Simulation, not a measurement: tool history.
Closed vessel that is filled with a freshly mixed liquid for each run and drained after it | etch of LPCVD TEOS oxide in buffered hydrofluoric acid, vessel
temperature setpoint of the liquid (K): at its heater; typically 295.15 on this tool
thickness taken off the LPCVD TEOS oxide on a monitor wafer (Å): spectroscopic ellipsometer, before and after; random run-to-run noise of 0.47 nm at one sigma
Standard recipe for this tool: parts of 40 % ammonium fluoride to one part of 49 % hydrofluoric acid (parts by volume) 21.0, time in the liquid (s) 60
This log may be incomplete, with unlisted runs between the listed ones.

run,hour,temperature setpoint of the liquid (K),parts of 40 % ammonium fluoride to one part of 49 % hydrofluoric acid (parts by volume),time in the liquid (s),wafers since the last listed run,hours since the thermometer was replaced,hours since the hydrofluoric acid flow meter was replaced,hours since the gauge calibration,"read-back film thickness of the LPCVD TEOS oxide reference wafer, read on the same gauge (nm)",thickness taken off the LPCVD TEOS oxide on a monitor wafer (Å)
1,0.0,295.15,21.0,60,0,1134.9,244.3,274.4,130.00,991.5
2,62.4,295.15,21.0,45,8840,1197.3,306.7,336.8,130.05,746.0
3,93.1,295.15,21.0,45,4349,1228.0,337.4,367.5,129.95,749.8
4,147.1,295.15,21.0,45,7650,1282.0,391.4,421.5,129.99,753.6
5,204.1,295.15,21.0,60,8075,1339.0,448.4,478.5,129.96,999.4
6,327.1,295.15,21.0,60,17426,1462.0,571.4,601.5,130.01,1003.9
7,532.9,295.15,21.0,60,29157,1667.8,777.2,807.3,130.00,1009.5
8,595.6,295.15,21.0,60,8883,1730.5,839.9,870.0,130.02,1008.7
# hour 634.1: thermometer replaced
9,666.4,295.15,21.0,60,9889,32.3,910.7,940.8,129.98,968.6
10,713.5,295.15,21.0,60,6673,79.4,957.8,987.9,129.97,975.4
11,763.3,295.15,21.0,75,7055,129.2,1007.6,1037.7,130.00,1223.2
12,811.5,295.15,21.0,60,6829,177.4,1055.8,1085.9,129.97,981.1
13,844.6,291.65,16.5,60,4689,210.5,1088.9,1119.0,129.94,1004.0
14,883.7,295.15,21.0,75,5539,249.6,1128.0,1158.1,130.00,1227.9
# hour 916.5: gauge calibrated
15,938.4,298.15,21.0,60,7749,304.3,1182.7,21.9,130.00,1163.8
16,1001.5,297.15,21.0,60,8940,367.4,1245.8,85.0,130.03,1103.9
17,1026.5,298.15,13.0,60,3542,392.4,1270.8,110.0,129.97,1832.2
# hour 1042.7: hydrofluoric acid flow meter replaced
18,1083.8,291.15,26.0,40,7976,449.7,41.1,167.3,129.96,451.3
19,1114.0,295.15,21.0,95,4278,479.9,71.3,197.5,130.02,1557.1
20,1164.4,295.15,18.0,60,7140,530.3,121.7,247.9,129.98,1128.6
21,1196.3,291.15,12.5,40,4519,562.2,153.6,279.8,129.95,865.8
22,1264.4,293.15,29.0,85,9648,630.3,221.7,347.9,129.99,1002.8
23,1294.3,293.65,21.0,50,4236,660.2,251.6,377.8,129.97,756.6
24,1333.3,290.65,27.5,95,5525,699.2,290.6,416.8,129.97,1003.2
25,1396.0,299.15,26.5,60,8883,761.9,353.3,479.5,130.00,1051.6
26,1452.9,291.65,23.5,60,8061,818.8,410.2,536.4,130.03,760.1
27,1523.6,295.15,21.0,60,10016,889.5,480.9,607.1,130.00,988.7

Alternative continuations, all from the tool just after run 27; predict every row:
A,1524.3,295.15,21.0,60,99,890.2,481.6,607.8,?,?
B,1524.3,295.15,21.0,70,99,890.2,481.6,607.8,?,?
C,1524.3,292.15,26.5,45,99,890.2,481.6,607.8,?,?
D,1524.3,293.65,17.0,30,99,890.2,481.6,607.8,?,?
E,1524.3,297.15,25.0,45,99,890.2,481.6,607.8,?,?

run,"read-back film thickness of the LPCVD TEOS oxide reference wafer, read on the same gauge (nm)",thickness taken off the LPCVD TEOS oxide on a monitor wafer (Å)
A,130.00,994.3
B,130.00,1160.0
C,130.00,536.9
D,130.00,555.3
E,130.00,738.3
Stripped of hidden state, with their random variation kept, the same runs would have yielded:
run,thickness taken off the LPCVD TEOS oxide on a monitor wafer (Å)
A,980.0
B,1143.4
C,529.1
D,547.3
E,727.9

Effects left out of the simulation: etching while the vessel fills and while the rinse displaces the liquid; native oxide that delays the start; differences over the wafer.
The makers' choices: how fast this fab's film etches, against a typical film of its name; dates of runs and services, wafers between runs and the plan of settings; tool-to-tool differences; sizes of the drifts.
